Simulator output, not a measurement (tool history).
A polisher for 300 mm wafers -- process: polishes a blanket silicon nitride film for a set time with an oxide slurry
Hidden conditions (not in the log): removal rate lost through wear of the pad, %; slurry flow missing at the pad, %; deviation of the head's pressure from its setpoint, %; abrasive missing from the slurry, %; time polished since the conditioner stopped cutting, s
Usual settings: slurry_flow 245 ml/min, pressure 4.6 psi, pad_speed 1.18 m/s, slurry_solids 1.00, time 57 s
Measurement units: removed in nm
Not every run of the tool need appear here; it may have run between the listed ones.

| run | hour | slurry_flow | pressure | pad_speed | slurry_solids | time | wafers since the last listed run | wafers polished on this pad | hours since the slurry nozzle was cleaned | hours since the head pressure was calibrated | hours since the slurry blender was calibrated | hours since the conditioning disc was replaced | incoming thickness of the incoming film, nm | removed |
|---|---|---|---|---|---|---|---|---|---|---|---|---|---|---|
| 1 | 0.0 | 245 | 4.6 | 1.18 | 1.00 | 57 | 0 | 1074 | 398.2 | 1213.8 | 420.4 | 164.2 | 265.8 | 39.3 |
|  | 13.8 | slurry blender recalibrated |
| 2 | 14.3 | 245 | 4.6 | 1.18 | 1.00 | 57 | 89 | 1163 | 412.5 | 1228.1 | 0.5 | 178.5 | 269.3 | 42.3 |
| 3 | 20.6 | 245 | 5.7 | 1.18 | 1.00 | 57 | 45 | 1209 | 418.8 | 1234.4 | 6.8 | 184.8 | 274.1 | 50.3 |
| 4 | 37.6 | 245 | 5.7 | 1.18 | 1.00 | 57 | 123 | 1332 | 435.8 | 1251.4 | 23.8 | 201.8 | 270.8 | 50.7 |
|  | 43.6 | worn pad replaced by a new one |
| 5 | 45.5 | 245 | 4.6 | 1.18 | 1.00 | 57 | 28 | 13 | 443.7 | 1259.3 | 31.7 | 209.7 | 270.9 | 42.0 |
|  | 54.9 | head pressure recalibrated |
| 6 | 55.4 | 245 | 4.6 | 1.18 | 1.00 | 57 | 57 | 71 | 453.6 | 0.5 | 41.6 | 219.6 | 272.9 | 42.0 |
| 7 | 60.9 | 170 | 4.6 | 1.18 | 0.85 | 74 | 39 | 110 | 459.1 | 6.0 | 47.1 | 225.1 | 272.7 | 46.9 |
| 8 | 78.0 | 245 | 4.6 | 1.18 | 0.85 | 43 | 123 | 234 | 476.2 | 23.1 | 64.2 | 242.2 | 265.4 | 29.3 |
| 9 | 89.3 | 245 | 4.6 | 1.18 | 1.00 | 57 | 81 | 316 | 487.5 | 34.4 | 75.5 | 253.5 | 266.6 | 41.5 |
| 10 | 113.2 | 180 | 5.1 | 1.18 | 1.00 | 57 | 173 | 490 | 511.4 | 58.3 | 99.4 | 277.4 | 270.7 | 41.3 |
| 11 | 119.3 | 245 | 5.3 | 0.82 | 1.00 | 49 | 44 | 534 | 517.5 | 64.4 | 105.5 | 283.5 | 272.6 | 29.3 |
|  | 124.5 | slurry nozzle cleaned |
| 12 | 136.1 | 245 | 4.6 | 1.18 | 1.00 | 57 | 114 | 648 | 11.6 | 81.2 | 122.3 | 300.3 | 269.3 | 43.6 |
| 13 | 145.4 | 245 | 4.6 | 1.18 | 0.85 | 74 | 67 | 716 | 20.9 | 90.5 | 131.6 | 309.6 | 269.4 | 53.4 |
| 14 | 159.5 | 165 | 4.0 | 0.76 | 1.10 | 57 | 102 | 818 | 35.0 | 104.6 | 145.7 | 323.7 | 269.3 | 26.7 |
| 15 | 170.4 | 245 | 4.6 | 1.42 | 1.30 | 40 | 79 | 897 | 45.9 | 115.5 | 156.6 | 334.6 | 268.3 | 39.4 |
|  | 180.6 | conditioning disc replaced and pad reconditioned |
| 16 | 187.5 | 245 | 4.6 | 1.18 | 0.75 | 57 | 109 | 1006 | 63.0 | 132.6 | 173.7 | 6.9 | 267.1 | 37.7 |
| 17 | 203.3 | 305 | 4.6 | 0.80 | 0.80 | 57 | 114 | 1121 | 78.8 | 148.4 | 189.5 | 22.7 | 271.6 | 29.5 |
|  | 219.1 | worn pad replaced by a new one |
| 18 | 220.2 | 245 | 4.6 | 1.18 | 1.00 | 57 | 93 | 8 | 95.7 | 165.3 | 206.4 | 39.6 | 268.4 | 42.9 |
| 19 | 233.7 | 165 | 4.6 | 1.36 | 1.00 | 57 | 97 | 105 | 109.2 | 178.8 | 219.9 | 53.1 | 270.7 | 44.3 |
| 20 | 252.7 | 245 | 4.6 | 1.18 | 1.00 | 57 | 137 | 243 | 128.2 | 197.8 | 238.9 | 72.1 | 269.8 | 42.1 |
| 21 | 268.5 | 320 | 3.5 | 1.18 | 0.75 | 57 | 114 | 358 | 144.0 | 213.6 | 254.7 | 87.9 | 268.1 | 30.5 |
| 22 | 284.2 | 195 | 5.8 | 1.18 | 0.70 | 57 | 113 | 471 | 159.7 | 229.3 | 270.4 | 103.6 | 267.2 | 41.8 |
| 23 | 300.4 | 245 | 4.6 | 0.86 | 1.00 | 47 | 117 | 589 | 175.9 | 245.5 | 286.6 | 119.8 | 267.1 | 27.2 |
| 24 | 309.1 | 190 | 6.1 | 1.18 | 1.00 | 57 | 63 | 652 | 184.6 | 254.2 | 295.3 | 128.5 | 270.6 | 50.5 |
| 25 | 315.6 | 245 | 4.6 | 1.18 | 1.00 | 57 | 47 | 699 | 191.1 | 260.7 | 301.8 | 135.0 | 271.8 | 42.0 |

Below are 5 alternative next runs, each starting from the tool's condition after run 25. Predict each:
| A | 316.0 | 245 | 4.2 | 1.18 | 1.00 | 57 | 2 | 702 | 191.5 | 261.1 | 302.2 | 135.4 | 265.6 | ? |
| B | 316.0 | 245 | 4.6 | 1.52 | 1.00 | 57 | 2 | 702 | 191.5 | 261.1 | 302.2 | 135.4 | 265.6 | ? |
| C | 316.0 | 170 | 5.3 | 1.18 | 1.00 | 45 | 2 | 702 | 191.5 | 261.1 | 302.2 | 135.4 | 265.6 | ? |
| D | 316.0 | 245 | 3.7 | 0.90 | 1.00 | 57 | 2 | 702 | 191.5 | 261.1 | 302.2 | 135.4 | 265.6 | ? |
| E | 316.0 | 170 | 4.6 | 1.56 | 1.00 | 38 | 2 | 702 | 191.5 | 261.1 | 302.2 | 135.4 | 265.6 | ? |

| run | removed |
|---|---|
| A | 38.8 |
| B | 51.3 |
| C | 34.9 |
| D | 28.2 |
| E | 32.7 |
Take away the tool's hidden state, keep each run's random variation, and the runs would have read:
| run | removed |
|---|---|
| A | 42.5 |
| B | 56.2 |
| C | 38.7 |
| D | 30.9 |
| E | 36.2 |
